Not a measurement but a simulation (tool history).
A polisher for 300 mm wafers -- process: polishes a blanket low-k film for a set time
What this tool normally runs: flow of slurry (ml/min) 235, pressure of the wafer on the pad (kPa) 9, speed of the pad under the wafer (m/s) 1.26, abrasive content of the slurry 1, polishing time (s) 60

run    hour  flow of slurry (ml/min)  pressure of the wafer on the pad (kPa)  speed of the pad under the wafer (m/s)  abrasive content of the slurry  polishing time (s)  incoming thickness of the incoming film, nm  film removed (nm)
  1       0                      235                                       9                                    1.26                               1                  60                                        642.9               17.5
  2    94.3                      235                                       9                                    1.26                               1                  65                                        642.2               18.6
      127.1  -- head pressure recalibrated
  3   191.9                      235                                       9                                    1.26                               1                  65                                          635               17.9
  4   249.3                      235                                       9                                    1.26                               1                  65                                        651.4               18.4
      327.1  -- worn pad replaced by a new one
  5   345.3                      235                                       9                                    1.26                             0.8                  41                                        639.1               10.7
      424.9  -- conditioning disc replaced and pad reconditioned
  6   427.4                      170                                       9                                    1.26                               1                  74                                        639.9                 20
        468  -- slurry blender recalibrated
      471.1  -- slurry nozzle cleaned
  7   529.2                      235                                       9                                    1.56                            0.75                  60                                        636.7               16.5
  8   635.8                      235                                       9                                    1.26                               1                  60                                        646.7               17.5
  9   708.9                      235                                       9                                    1.26                               1                  60                                        647.9                 17
 10     787                      235                                     6.9                                    1.26                               1                  60                                        638.3               13.6
      804.6  -- head pressure recalibrated
 11   863.7                      235                                     7.6                                    0.92                             1.1                  41                                          634                9.2
 12   928.2                      235                                       9                                    1.26                               1                  46                                        651.9               12.9
      978.3  -- worn pad replaced by a new one
 13   999.7                      310                                     7.6                                    1.26                             0.9                  60                                        652.9               14.8
 14  1100.9                      265                                    11.7                                    1.58                               1                  60                                        638.5               25.6
     1117.3  -- slurry blender recalibrated
       1129  -- slurry nozzle cleaned
     1143.5  -- conditioning disc replaced and pad reconditioned
 15  1162.2                      235                                       9                                    1.26                               1                  39                                        650.9               11.5
 16  1263.8                      235                                       9                                    1.26                               1                  60                                        637.4               17.5
 17  1318.2                      235                                       9                                    1.26                             1.1                  60                                        635.9               18.2
 18  1393.5                      195                                     6.2                                    1.46                             0.9                  60                                          644               12.6
 19  1452.2                      235                                       9                                    1.26                               1                  42                                        642.2                 12
     1473.5  -- head pressure recalibrated
 20  1548.2                      235                                       9                                    1.26                               1                  70                                        646.9               19.5
 21  1649.5                      275                                     7.6                                    1.46                               1                  39                                        647.4                 10
     1710.6  -- worn pad replaced by a new one
     1726.1  -- slurry blender recalibrated
 22  1745.5                      190                                       9                                    1.62                             1.3                  60                                        635.5               22.1
 23  1801.1                      280                                      11                                    1.26                             0.9                  47                                        639.8                 16
 24  1888.5                      235                                       9                                    1.26                               1                  60                                        640.2               17.3
     1898.2  -- slurry nozzle cleaned
     1906.7  -- conditioning disc replaced and pad reconditioned
 25  1972.3                      265                                       9                                    1.38                             1.2                  45                                          639               15.2
 26    2027                      235                                     7.6                                    1.26                               1                  60                                          631                 15

Run-by-run hidden state of the tool:
slurry flow missing at the pad, %: 0, the same for each run
deviation of the head's pressure from its setpoint, %: 0, the same for each run
abrasive missing from the slurry, %: 0, the same for each run
time polished since the conditioner stopped cutting, s: 0, the same for each run
H1: removal rate lost through wear of the pad, %
run     H1
  1   1.29
  2   1.95
  3   2.84
  4   3.46
  5  0.893
  6  0.997
  7   1.33
  8   1.91
  9   2.46
 10   3.16
 11   3.98
 12   4.77
 13  0.212
 14  0.368
 15   0.57
 16   1.08
 17   1.45
 18   2.06
 19   2.62
 20    3.7
 21   5.05
 22  0.327
 23  0.402
 24  0.654
 25   1.05
 26   1.39
